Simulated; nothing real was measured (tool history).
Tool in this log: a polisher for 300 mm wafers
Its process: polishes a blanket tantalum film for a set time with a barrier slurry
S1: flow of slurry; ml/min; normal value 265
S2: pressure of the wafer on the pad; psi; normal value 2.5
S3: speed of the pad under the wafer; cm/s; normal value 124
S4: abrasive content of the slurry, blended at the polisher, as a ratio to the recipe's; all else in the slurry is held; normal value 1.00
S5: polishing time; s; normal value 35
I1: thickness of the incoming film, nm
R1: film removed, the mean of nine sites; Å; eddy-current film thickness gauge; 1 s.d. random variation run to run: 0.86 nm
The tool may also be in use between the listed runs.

run,hour,S1,S2,S3,S4,S5,I1,R1
1,0.0,300,2.5,124,1.00,35,263.7,745
# hour 39.6: slurry blender recalibrated
2,55.2,300,2.5,124,1.00,35,257.4,831
# hour 76.3: worn pad replaced by a new one
3,98.2,265,2.5,124,1.00,35,261.7,797
4,122.6,265,2.5,124,1.00,35,257.7,786
5,172.5,265,2.7,124,1.00,35,258.7,828
6,232.5,265,2.5,124,1.00,35,259.4,758
7,257.3,265,2.5,124,1.00,35,263.8,766
8,298.5,265,2.5,124,1.00,31,264.6,675
9,344.4,265,2.5,124,1.00,31,262.4,658
# hour 383.7: worn pad replaced by a new one
# hour 392.7: slurry blender recalibrated
10,394.4,265,2.5,124,1.00,35,263.5,805
11,418.5,265,2.5,124,1.00,35,260.3,790
12,459.3,265,2.5,124,1.00,35,260.1,792
# hour 522.3: head pressure recalibrated
13,522.8,265,2.5,124,1.00,41,259.1,884
# hour 529.5: slurry nozzle cleaned
14,553.6,210,3.0,124,1.00,35,257.2,899
15,615.9,265,2.5,124,1.00,35,258.7,772
# hour 700.0: worn pad replaced by a new one
16,726.3,200,1.7,124,1.00,32,258.1,461
# hour 743.7: slurry blender recalibrated
17,775.6,265,3.1,124,1.00,35,261.1,991
18,823.6,265,3.2,124,0.85,35,260.2,958
19,873.1,265,2.5,124,1.00,35,262.7,780
20,903.8,265,2.5,124,1.00,35,261.5,771
21,928.3,205,2.5,124,1.00,35,259.0,752
22,995.9,265,2.5,124,1.00,35,257.5,765
# hour 1028.0: worn pad replaced by a new one
23,1053.3,175,2.5,138,0.85,29,263.5,622
24,1098.1,265,2.5,100,1.00,35,262.7,609
# hour 1100.6: slurry blender recalibrated
# hour 1119.2: slurry nozzle cleaned
25,1143.7,290,2.5,168,0.70,28,261.4,795
26,1202.9,195,2.1,108,1.00,41,260.4,654

What will run 27 give?
27,1270.8,240,2.5,124,1.00,29,261.0,?

R1: 633 Å
Without the tool's hidden state the same run would have given R1 673 Å.

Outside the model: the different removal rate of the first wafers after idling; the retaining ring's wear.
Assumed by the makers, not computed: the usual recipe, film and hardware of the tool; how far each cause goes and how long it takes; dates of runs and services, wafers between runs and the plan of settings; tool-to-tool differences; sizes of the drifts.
